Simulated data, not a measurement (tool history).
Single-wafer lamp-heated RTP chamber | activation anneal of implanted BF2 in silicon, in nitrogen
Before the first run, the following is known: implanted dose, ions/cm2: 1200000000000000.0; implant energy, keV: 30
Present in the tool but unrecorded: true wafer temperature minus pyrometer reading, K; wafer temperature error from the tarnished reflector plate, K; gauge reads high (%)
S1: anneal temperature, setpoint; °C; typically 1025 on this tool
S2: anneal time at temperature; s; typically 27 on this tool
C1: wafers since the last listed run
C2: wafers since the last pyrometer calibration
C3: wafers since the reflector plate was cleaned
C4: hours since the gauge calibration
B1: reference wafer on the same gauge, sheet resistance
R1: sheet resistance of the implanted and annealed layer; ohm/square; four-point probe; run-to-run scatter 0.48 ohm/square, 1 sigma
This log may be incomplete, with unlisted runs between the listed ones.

Run 1, hour 0.0: usual settings but S2 15 s; C1 0; C2 511; C3 4476; C4 523.2; B1 106.02. Result: R1 135.18 ohm/square.
Run 2, hour 97.0: usual settings but S2 15 s; C1 1748; C2 2259; C3 6224; C4 620.2; B1 106.04. Result: R1 134.56 ohm/square.
Run 3, hour 167.1: usual settings but S2 15 s; C1 1263; C2 3523; C3 7488; C4 690.3; B1 106.02. Result: R1 133.86 ohm/square.
At hour 230.0: reflector plate cleaned.
At hour 263.3: pyrometer window cleaned and pyrometer calibrated.
Run 4, hour 263.8: usual settings but S1 1010 °C, S2 35 s; C1 1454; C2 8; C3 465; C4 787.0; B1 106.04. Result: R1 135.46 ohm/square.
Run 5, hour 364.3: usual settings but S1 1010 °C, S2 35 s; C1 1811; C2 1819; C3 2276; C4 887.5; B1 106.23. Result: R1 132.47 ohm/square.
Run 6, hour 439.9: usual settings; C1 1362; C2 3182; C3 3639; C4 963.1; B1 105.86. Result: R1 126.00 ohm/square.
At hour 529.1: pyrometer window cleaned and pyrometer calibrated.
Run 7, hour 543.1: usual settings; C1 1715; C2 252; C3 5355; C4 1066.3; B1 106.21. Result: R1 128.64 ohm/square.
Run 8, hour 634.2: usual settings; C1 1642; C2 1894; C3 6997; C4 1157.4; B1 106.11. Result: R1 126.40 ohm/square.
Run 9, hour 688.8: usual settings; C1 984; C2 2878; C3 7981; C4 1212.0; B1 105.82. Result: R1 126.07 ohm/square.
At hour 726.3: reflector plate cleaned.
At hour 773.9: pyrometer window cleaned and pyrometer calibrated.
Run 10, hour 783.0: usual settings; C1 1409; C2 163; C3 877; C4 1306.2; B1 106.10. Result: R1 128.18 ohm/square.
At hour 801.1: gauge calibrated.
Run 11, hour 877.9: usual settings but S2 32 s; C1 1710; C2 1874; C3 2587; C4 76.8; B1 105.81. Result: R1 124.59 ohm/square.
Run 12, hour 963.6: usual settings but S1 1009 °C, S2 34 s; C1 1544; C2 3419; C3 4132; C4 162.5; B1 106.08. Result: R1 132.99 ohm/square.
Run 13, hour 1056.6: usual settings but S2 31 s; C1 1676; C2 5095; C3 5808; C4 255.5; B1 106.13. Result: R1 122.39 ohm/square.
At hour 1064.7: pyrometer window cleaned and pyrometer calibrated.
Run 14, hour 1119.3: usual settings; C1 985; C2 983; C3 6794; C4 318.2; B1 105.98. Result: R1 128.25 ohm/square.
At hour 1144.9: reflector plate cleaned.
Run 15, hour 1212.1: usual settings but S1 1000 °C; C1 1528; C2 2511; C3 1210; C4 411.0; B1 106.01. Result: R1 143.88 ohm/square.
Run 16, hour 1293.8: usual settings but S1 1053 °C, S2 13 s; C1 1472; C2 3984; C3 2683; C4 492.7; B1 105.97. Result: R1 120.98 ohm/square.

Run 17 comes next. What will it give?
At hour 1345.2: pyrometer window cleaned and pyrometer calibrated.
Run 17, hour 1372.5: usual settings but S1 1050 °C; C1 1274; C2 491; C3 3957; C4 571.4; B1 ?. Result: R1 ?.

{"run 17": {"B1": 106.04, "R1": 116.02}}
Minus the tool's unlogged condition, the same run would have read R1 116.30 ohm/square.

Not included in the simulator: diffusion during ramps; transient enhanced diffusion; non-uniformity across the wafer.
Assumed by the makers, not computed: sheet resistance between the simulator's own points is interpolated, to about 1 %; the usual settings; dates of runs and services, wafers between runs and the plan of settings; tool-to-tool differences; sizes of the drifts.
